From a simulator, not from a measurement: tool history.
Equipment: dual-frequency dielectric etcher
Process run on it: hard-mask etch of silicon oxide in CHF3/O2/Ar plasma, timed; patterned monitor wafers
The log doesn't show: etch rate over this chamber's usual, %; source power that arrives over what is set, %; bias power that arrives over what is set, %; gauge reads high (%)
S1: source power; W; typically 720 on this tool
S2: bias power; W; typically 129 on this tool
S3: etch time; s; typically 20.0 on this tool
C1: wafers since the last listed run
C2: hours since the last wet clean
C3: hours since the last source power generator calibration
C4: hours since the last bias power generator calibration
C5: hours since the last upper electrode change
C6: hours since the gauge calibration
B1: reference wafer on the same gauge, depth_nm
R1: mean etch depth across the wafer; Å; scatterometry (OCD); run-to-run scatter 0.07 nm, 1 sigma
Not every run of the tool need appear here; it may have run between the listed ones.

run    day   S1   S2    S3   C1     C2      C3      C4      C5     C6     B1     R1
  1  0.000  720  119  20.0    0  208.2  5289.3  2078.6  3075.2  448.2  31.70  328.2
  2  0.296  720  121  20.0   83  215.3  5296.4  2085.7  3082.3  455.3  31.71  328.0
  3  0.612  720  121  20.0   89  222.9  5304.0  2093.3  3089.9  462.9  31.70  329.1
  4  1.054  720  129  20.0  124  233.5  5314.6  2103.9  3100.5  473.5  31.71  336.1
  5  1.621  720  129  20.0  160  247.1  5328.2  2117.5  3114.1  487.1  31.71  336.2
  6  2.088  720  129  20.0  132  258.3  5339.4  2128.7  3125.3  498.3  31.69  337.4
  7  2.504  860  115  25.5  117  268.3  5349.4  2138.7  3135.3  508.3  31.70  454.6
  8  3.062  720  139  16.5  157  281.7  5362.8  2152.1  3148.7  521.7  31.70  284.7
  9  3.575  810  119  20.0  145  294.0  5375.1  2164.4  3161.0  534.0  31.70  351.1
     3.612  -- gauge calibrated
     3.762  -- source power generator calibrated
 10  3.879  600  129  20.0   38  301.3     2.8  2171.7  3168.3    6.4  31.70  303.9
 11  4.400  720  129  25.5  147  313.8    15.3  2184.2  3180.8   18.9  31.70  430.3
 12  5.738  720  156  14.0  378  345.9    47.4  2216.3  3212.9   51.0  31.71  250.0
 13  6.021  870  129  24.0   80  352.7    54.2  2223.1  3219.7   57.8  31.69  448.1
 14  6.758  860  143  24.5  208  370.4    71.9  2240.8  3237.4   75.5  31.70  470.1
     7.996  -- wet clean of the chamber
 15  8.017  610  105  21.5   73    0.5   102.1  2271.0  3267.6  105.7  31.69  306.3

Run 16 has not been measured yet. What should we expect?
 16  8.033  720  159  20.0   4  0.9  102.5  2271.4  3268.0  106.1   ?   ?

{"run 16": {"B1": 31.71, "R1": 355.3}}
Were there no unlogged condition in the tool, this run, its random variation unchanged, would have produced R1 355.6 Å.
